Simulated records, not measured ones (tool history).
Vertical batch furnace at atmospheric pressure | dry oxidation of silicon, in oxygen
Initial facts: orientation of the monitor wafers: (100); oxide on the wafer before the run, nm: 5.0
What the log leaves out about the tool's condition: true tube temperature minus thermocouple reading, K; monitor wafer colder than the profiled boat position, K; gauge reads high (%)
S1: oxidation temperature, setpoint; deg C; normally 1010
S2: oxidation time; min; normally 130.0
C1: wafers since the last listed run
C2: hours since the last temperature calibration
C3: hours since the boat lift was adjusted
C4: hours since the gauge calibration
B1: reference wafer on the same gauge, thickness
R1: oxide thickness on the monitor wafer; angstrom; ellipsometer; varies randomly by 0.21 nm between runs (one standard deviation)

run   hour    S1     S2   C1      C2      C3     C4     B1      R1
  1    0.0  1001  130.0    0  1846.3  1596.9  304.5  95.00   907.2
  2   12.1  1001  130.0  124  1858.4  1609.0  316.6  95.01   906.1
  3   37.6  1010  130.0  262  1883.9  1634.5  342.1  95.01   987.3
      60.1  -- gauge calibrated
  4   61.4  1010  130.0  245  1907.7  1658.3    1.3  94.99   986.3
  5   82.3  1010  130.0  215  1928.6  1679.2   22.2  94.99   988.6
  6  112.5  1010  130.0  311  1958.8  1709.4   52.4  95.00   982.9
  7  129.0  1010  130.0  169  1975.3  1725.9   68.9  94.98   985.5
     162.7  -- thermocouples replaced and temperature profile calibrated
  8  163.2  1010  130.0  105     0.5  1760.1  103.1  94.95   987.0
  9  176.7  1010  130.0  139    14.0  1773.6  116.6  95.03   985.1
 10  194.1  1010  130.0  179    31.4  1791.0  134.0  94.98   981.3
 11  220.9  1030   65.5  276    58.2  1817.8  160.8  95.01   751.1
 12  254.1  1010  130.0  342    91.4  1851.0  194.0  94.99   987.7
 13  271.9  1001  155.0  183   109.2  1868.8  211.8  95.01  1022.6
     309.5  -- boat lift adjusted
 14  310.0  1028  130.0  145   147.3     0.5  249.9  95.01  1194.8
 15  326.2  1033  130.0  166   163.5    16.7  266.1  95.01  1245.8
     354.9  -- gauge calibrated
 16  358.4  1034   95.0  331   195.7    48.9    3.5  95.04  1017.8
 17  385.8  1010  130.0  282   223.1    76.3   30.9  94.97  1012.4
 18  405.3  1024  147.0  200   242.6    95.8   50.4  94.97  1242.5
 19  434.1  1010  130.0  296   271.4   124.6   79.2  95.02  1009.2
 20  453.5  1010  130.0  199   290.8   144.0   98.6  94.99  1010.3

Predict each of these 5 candidate next runs independently; none follows another, all start after run 20:
  A  458.9  1010  130.0  55  296.2  149.4  104.0   ?   ?
  B  458.9   987  111.5  55  296.2  149.4  104.0   ?   ?
  C  458.9  1025  180.0  55  296.2  149.4  104.0   ?   ?
  D  458.9   996  193.0  55  296.2  149.4  104.0   ?   ?
  E  458.9  1028   90.5  55  296.2  149.4  104.0   ?   ?

run     B1      R1
  A  95.01  1004.4
  B  95.01   729.5
  C  95.01  1427.8
  D  95.01  1156.5
  E  95.01   927.6
Take away the tool's hidden state, keep each run's random variation, and the runs would have read:
run      R1
  A  1021.0
  B   741.0
  C  1449.3
  D  1175.4
  E   942.2
